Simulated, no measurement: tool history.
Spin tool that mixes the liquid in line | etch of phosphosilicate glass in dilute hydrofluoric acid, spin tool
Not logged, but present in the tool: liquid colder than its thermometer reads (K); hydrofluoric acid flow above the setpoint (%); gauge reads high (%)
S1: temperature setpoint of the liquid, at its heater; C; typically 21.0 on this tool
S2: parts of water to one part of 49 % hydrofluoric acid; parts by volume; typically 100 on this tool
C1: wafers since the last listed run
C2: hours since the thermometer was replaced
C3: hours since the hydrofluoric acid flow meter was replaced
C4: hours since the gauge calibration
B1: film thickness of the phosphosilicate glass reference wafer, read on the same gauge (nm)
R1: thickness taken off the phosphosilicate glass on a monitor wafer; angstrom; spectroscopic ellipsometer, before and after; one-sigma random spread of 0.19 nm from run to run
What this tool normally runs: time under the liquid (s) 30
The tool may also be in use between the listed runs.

{"run": 1, "hour": 0.0, "S1": 21.0, "S2": 100, "time under the liquid (s)": 30, "C1": 0, "C2": 2153.3, "C3": 1122.7, "C4": 670.2, "B1": 60.01, "R1": 351.4}
{"run": 2, "hour": 32.0, "S1": 21.0, "S2": 100, "time under the liquid (s)": 30, "C1": 371, "C2": 2185.3, "C3": 1154.7, "C4": 702.2, "B1": 59.97, "R1": 350.6}
{"run": 3, "hour": 51.7, "S1": 21.0, "S2": 100, "time under the liquid (s)": 30, "C1": 228, "C2": 2205.0, "C3": 1174.4, "C4": 721.9, "B1": 60.02, "R1": 351.9}
{"run": 4, "hour": 85.8, "S1": 21.0, "S2": 100, "time under the liquid (s)": 30, "C1": 396, "C2": 2239.1, "C3": 1208.5, "C4": 756.0, "B1": 59.99, "R1": 350.4}
{"hour": 111.7, "done": "thermometer replaced"}
{"run": 5, "hour": 116.4, "S1": 21.0, "S2": 100, "time under the liquid (s)": 30, "C1": 343, "C2": 4.7, "C3": 1239.1, "C4": 786.6, "B1": 60.0, "R1": 352.8}
{"run": 6, "hour": 144.2, "S1": 21.0, "S2": 125, "time under the liquid (s)": 30, "C1": 322, "C2": 32.5, "C3": 1266.9, "C4": 814.4, "B1": 60.0, "R1": 270.0}
{"run": 7, "hour": 171.6, "S1": 21.0, "S2": 125, "time under the liquid (s)": 30, "C1": 318, "C2": 59.9, "C3": 1294.3, "C4": 841.8, "B1": 59.99, "R1": 272.8}
{"run": 8, "hour": 200.8, "S1": 21.0, "S2": 100, "time under the liquid (s)": 30, "C1": 339, "C2": 89.1, "C3": 1323.5, "C4": 871.0, "B1": 59.98, "R1": 348.5}
{"run": 9, "hour": 220.3, "S1": 21.0, "S2": 100, "time under the liquid (s)": 35, "C1": 226, "C2": 108.6, "C3": 1343.0, "C4": 890.5, "B1": 60.0, "R1": 408.6}
{"run": 10, "hour": 289.4, "S1": 21.0, "S2": 100, "time under the liquid (s)": 35, "C1": 802, "C2": 177.7, "C3": 1412.1, "C4": 959.6, "B1": 60.01, "R1": 406.8}
{"run": 11, "hour": 303.9, "S1": 21.0, "S2": 100, "time under the liquid (s)": 30, "C1": 168, "C2": 192.2, "C3": 1426.6, "C4": 974.1, "B1": 60.01, "R1": 348.5}
{"run": 12, "hour": 325.5, "S1": 21.0, "S2": 100, "time under the liquid (s)": 30, "C1": 250, "C2": 213.8, "C3": 1448.2, "C4": 995.7, "B1": 60.01, "R1": 349.1}
{"hour": 332.9, "done": "gauge calibrated"}
{"run": 13, "hour": 355.7, "S1": 25.5, "S2": 100, "time under the liquid (s)": 15, "C1": 350, "C2": 244.0, "C3": 1478.4, "C4": 22.8, "B1": 60.0, "R1": 210.0}
{"run": 14, "hour": 379.6, "S1": 24.0, "S2": 135, "time under the liquid (s)": 15, "C1": 277, "C2": 267.9, "C3": 1502.3, "C4": 46.7, "B1": 60.0, "R1": 139.9}
{"run": 15, "hour": 413.0, "S1": 26.0, "S2": 120, "time under the liquid (s)": 20, "C1": 387, "C2": 301.3, "C3": 1535.7, "C4": 80.1, "B1": 59.97, "R1": 232.8}
{"run": 16, "hour": 437.0, "S1": 18.5, "S2": 100, "time under the liquid (s)": 15, "C1": 278, "C2": 325.3, "C3": 1559.7, "C4": 104.1, "B1": 60.02, "R1": 157.7}
{"hour": 465.4, "done": "hydrofluoric acid flow meter replaced"}
{"run": 17, "hour": 469.4, "S1": 21.0, "S2": 100, "time under the liquid (s)": 30, "C1": 364, "C2": 357.7, "C3": 4.0, "C4": 136.5, "B1": 60.03, "R1": 350.0}
{"run": 18, "hour": 541.9, "S1": 21.0, "S2": 100, "time under the liquid (s)": 30, "C1": 842, "C2": 430.2, "C3": 76.5, "C4": 209.0, "B1": 60.02, "R1": 351.6}
{"run": 19, "hour": 570.1, "S1": 21.0, "S2": 100, "time under the liquid (s)": 30, "C1": 327, "C2": 458.4, "C3": 104.7, "C4": 237.2, "B1": 60.0, "R1": 348.8}
{"run": 20, "hour": 585.9, "S1": 18.5, "S2": 100, "time under the liquid (s)": 15, "C1": 183, "C2": 474.2, "C3": 120.5, "C4": 253.0, "B1": 60.0, "R1": 157.6}
{"run": 21, "hour": 613.0, "S1": 18.5, "S2": 65, "time under the liquid (s)": 30, "C1": 314, "C2": 501.3, "C3": 147.6, "C4": 280.1, "B1": 59.99, "R1": 502.0}
{"run": 22, "hour": 642.3, "S1": 24.0, "S2": 100, "time under the liquid (s)": 30, "C1": 340, "C2": 530.6, "C3": 176.9, "C4": 309.4, "B1": 60.0, "R1": 395.7}
{"run": 23, "hour": 657.7, "S1": 24.5, "S2": 100, "time under the liquid (s)": 30, "C1": 178, "C2": 546.0, "C3": 192.3, "C4": 324.8, "B1": 60.0, "R1": 403.0}
{"run": 24, "hour": 674.2, "S1": 21.0, "S2": 100, "time under the liquid (s)": 30, "C1": 191, "C2": 562.5, "C3": 208.8, "C4": 341.3, "B1": 59.99, "R1": 350.6}
{"run": 25, "hour": 692.8, "S1": 25.0, "S2": 100, "time under the liquid (s)": 30, "C1": 216, "C2": 581.1, "C3": 227.4, "C4": 359.9, "B1": 60.01, "R1": 412.4}
{"run": 26, "hour": 762.1, "S1": 21.0, "S2": 100, "time under the liquid (s)": 30, "C1": 804, "C2": 650.4, "C3": 296.7, "C4": 429.2, "B1": 59.99, "R1": 351.2}
{"run": 27, "hour": 789.4, "S1": 19.0, "S2": 150, "time under the liquid (s)": 30, "C1": 317, "C2": 677.7, "C3": 324.0, "C4": 456.5, "B1": 60.0, "R1": 203.4}
{"run": 28, "hour": 805.4, "S1": 21.0, "S2": 75, "time under the liquid (s)": 35, "C1": 185, "C2": 693.7, "C3": 340.0, "C4": 472.5, "B1": 59.99, "R1": 564.9}

Run 29 comes next. What will it give?
{"run": 29, "hour": 820.1, "S1": 21.0, "S2": 100, "time under the liquid (s)": 40, "C1": 170, "C2": 708.4, "C3": 354.7, "C4": 487.2, "B1": "?", "R1": "?"}

B1: 60.01
R1: 468.7 angstrom
The same run, on a tool lacking any hidden state, would have yielded R1 468.7 angstrom.
